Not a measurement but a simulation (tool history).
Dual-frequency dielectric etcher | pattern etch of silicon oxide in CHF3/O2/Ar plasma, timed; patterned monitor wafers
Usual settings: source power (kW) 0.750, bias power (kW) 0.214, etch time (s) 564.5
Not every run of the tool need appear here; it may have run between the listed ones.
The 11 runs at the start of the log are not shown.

| run | day | source power (kW) | bias power (kW) | etch time (s) | read-back reference wafer on the same gauge, depth_nm | mean etch depth across the wafer (angstrom) |
|---|---|---|---|---|---|---|
| 12 | 11.571 | 0.750 | 0.251 | 564.5 | 1259.8 | 14250 |
| 13 | 12.338 | 0.750 | 0.251 | 564.5 | 1260.8 | 14198 |
|  | 13.712 | gauge calibrated |
| 14 | 13.829 | 0.750 | 0.214 | 564.5 | 1260.1 | 13471 |
| 15 | 15.221 | 0.750 | 0.251 | 564.5 | 1259.7 | 14311 |
| 16 | 16.446 | 0.810 | 0.188 | 564.5 | 1260.4 | 13294 |
| 17 | 17.017 | 0.750 | 0.178 | 652.0 | 1259.8 | 14609 |
| 18 | 18.050 | 0.920 | 0.183 | 722.0 | 1260.1 | 17701 |
| 19 | 19.421 | 0.630 | 0.172 | 477.0 | 1260.1 | 9912 |
| 20 | 20.433 | 0.750 | 0.180 | 397.0 | 1260.1 | 8947 |
| 21 | 21.883 | 0.750 | 0.253 | 564.5 | 1259.8 | 14452 |
|  | 22.896 | upper electrode replaced |
| 22 | 23.083 | 0.750 | 0.196 | 564.5 | 1260.3 | 13231 |
| 23 | 23.675 | 0.620 | 0.241 | 731.0 | 1259.5 | 17191 |
| 24 | 24.746 | 0.620 | 0.214 | 564.5 | 1259.9 | 12736 |
|  | 25.983 | wet clean of the chamber |
| 25 | 26.004 | 0.910 | 0.242 | 624.0 | 1259.7 | 16593 |
| 26 | 26.579 | 0.890 | 0.214 | 564.5 | 1259.7 | 14267 |
| 27 | 27.929 | 0.750 | 0.253 | 434.5 | 1260.1 | 10933 |
| 28 | 28.762 | 0.750 | 0.173 | 564.5 | 1260.5 | 12389 |
| 29 | 29.779 | 0.590 | 0.214 | 647.5 | 1260.3 | 14035 |
| 30 | 30.962 | 0.820 | 0.250 | 564.5 | 1260.1 | 14700 |

4 ways to go on from here, each from the tool as it stands after run 30. What would each give?
| A | 30.988 | 0.750 | 0.214 | 564.5 | ? | ? |
| B | 30.988 | 0.600 | 0.169 | 564.5 | ? | ? |
| C | 30.988 | 0.750 | 0.214 | 429.0 | ? | ? |
| D | 30.988 | 0.570 | 0.214 | 733.0 | ? | ? |

| run | read-back reference wafer on the same gauge, depth_nm | mean etch depth across the wafer (angstrom) |
|---|---|---|
| A | 1260.2 | 13421 |
| B | 1260.2 | 11341 |
| C | 1260.2 | 10199 |
| D | 1260.2 | 15717 |
With the hidden condition removed and each run's random variation left untouched, the same runs would have given:
| run | mean etch depth across the wafer (angstrom) |
|---|---|
| A | 13296 |
| B | 11235 |
| C | 10104 |
| D | 15571 |
